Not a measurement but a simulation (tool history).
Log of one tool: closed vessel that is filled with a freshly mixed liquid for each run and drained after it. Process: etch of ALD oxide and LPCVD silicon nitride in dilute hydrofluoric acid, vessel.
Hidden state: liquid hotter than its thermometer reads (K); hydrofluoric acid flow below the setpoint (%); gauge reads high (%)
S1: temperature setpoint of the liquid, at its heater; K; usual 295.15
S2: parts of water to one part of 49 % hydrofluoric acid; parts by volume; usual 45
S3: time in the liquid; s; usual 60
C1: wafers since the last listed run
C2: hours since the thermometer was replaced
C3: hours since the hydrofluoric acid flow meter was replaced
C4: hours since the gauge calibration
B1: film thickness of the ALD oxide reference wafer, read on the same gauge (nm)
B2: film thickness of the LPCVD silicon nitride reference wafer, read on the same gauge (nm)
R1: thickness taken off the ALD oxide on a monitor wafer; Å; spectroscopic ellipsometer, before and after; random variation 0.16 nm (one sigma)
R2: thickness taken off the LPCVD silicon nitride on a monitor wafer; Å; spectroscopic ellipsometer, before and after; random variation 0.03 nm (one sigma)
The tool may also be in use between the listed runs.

run	hour	S1	S2	S3	C1	C2	C3	C4	B1	B2	R1	R2
1	0	295.15	45	60	0	597.3	827.3	2088.1	59.98	79.964	243.5	5.47
# hour 48: hydrofluoric acid flow meter replaced
2	62.5	295.15	45	60	7978	659.8	14.5	2150.6	60	79.978	244.2	5.79
3	105.5	298.65	30	60	5578	702.8	57.5	2193.6	60.02	80	433.5	11.5
# hour 154.6: gauge calibrated
4	208.8	298.65	30	60	13402	806.1	160.8	54.2	60.01	80.018	431.6	10.66
5	252.6	298.65	30	60	5682	849.9	204.6	98	59.98	79.989	435.5	11.3
6	292.8	295.15	45	60	5215	890.1	244.8	138.2	60	80.006	241	6.13
7	335	295.15	45	60	5475	932.3	287	180.4	60	80.012	244.8	5.91
8	371.3	295.15	45	60	4709	968.6	323.3	216.7	59.99	79.955	245.4	5.83
9	417.6	295.15	60	60	6006	1014.9	369.6	263	60.01	79.997	180.3	3.91
10	505.1	295.15	45	60	11352	1102.4	457.1	350.5	60.02	79.992	248.1	5.86
11	574.2	297.65	45	85	8964	1171.5	526.2	419.6	60.02	80.016	386.5	10.22
12	667.3	293.65	35	90	12078	1264.6	619.3	512.7	60	79.996	456.8	10.59
13	755.6	295.15	45	60	11455	1352.9	707.6	601	59.99	79.997	247.2	6.67
14	803.8	295.15	30	60	6253	1401.1	755.8	649.2	59.99	79.987	380.9	9.24
15	854	292.15	55	30	6512	1451.3	806	699.4	59.98	80.043	88.5	2.05
16	907.5	295.15	45	50	6941	1504.8	859.5	752.9	60.01	79.953	207.1	5
# hour 912.4: thermometer replaced
# hour 916.6: hydrofluoric acid flow meter replaced
17	958.5	295.15	45	60	6357	46.1	41.9	803.9	60.01	79.987	241	5.8
18	1026.6	295.15	45	60	8835	114.2	110	872	60.01	79.948	241.2	5.83
19	1062.7	295.15	65	30	4683	150.3	146.1	908.1	60	80.02	81.1	2.05
20	1130.7	298.15	35	60	8822	218.3	214.1	976.1	60	80.019	353.5	9.37
21	1200.6	293.15	55	60	9068	288.2	284	1046	60	80.065	178.1	4.05
22	1281.1	297.65	60	95	10444	368.7	364.5	1126.5	60	79.99	314.8	8.77
23	1378.3	291.65	45	80	12610	465.9	461.7	1223.7	59.99	79.995	280	5.81
24	1438	292.15	45	80	7745	525.6	521.4	1283.4	60.01	79.982	287.1	6.37
25	1538	295.15	25	60	12973	625.6	621.4	1383.4	59.99	80.029	449.8	10.98

Hidden state at the last listed run before each entry between runs and at the first one after, where it differs:
Between runs 1 and 2: hydrofluoric acid flow meter replaced (hour 48)
  liquid hotter than its thermometer reads (K): 0.465 -> 0.51
  measured less the result without the state, R1: +4.7 -> +5.2 Å; R2: +0.17 -> +0.2 Å
Between runs 3 and 4: gauge calibrated (hour 154.6)
  liquid hotter than its thermometer reads (K): 0.542 -> 0.617
  measured less the result without the state, R1: +9.6 -> +10.9 Å; R2: +0.41 -> +0.44 Å
Between runs 16 and 17: thermometer replaced (hour 912.4); hydrofluoric acid flow meter replaced (hour 916.6)
  liquid hotter than its thermometer reads (K): 1.13 -> 0.206
  measured less the result without the state, R1: +9.5 -> +2.1 Å; R2: +0.37 -> +0.08 Å
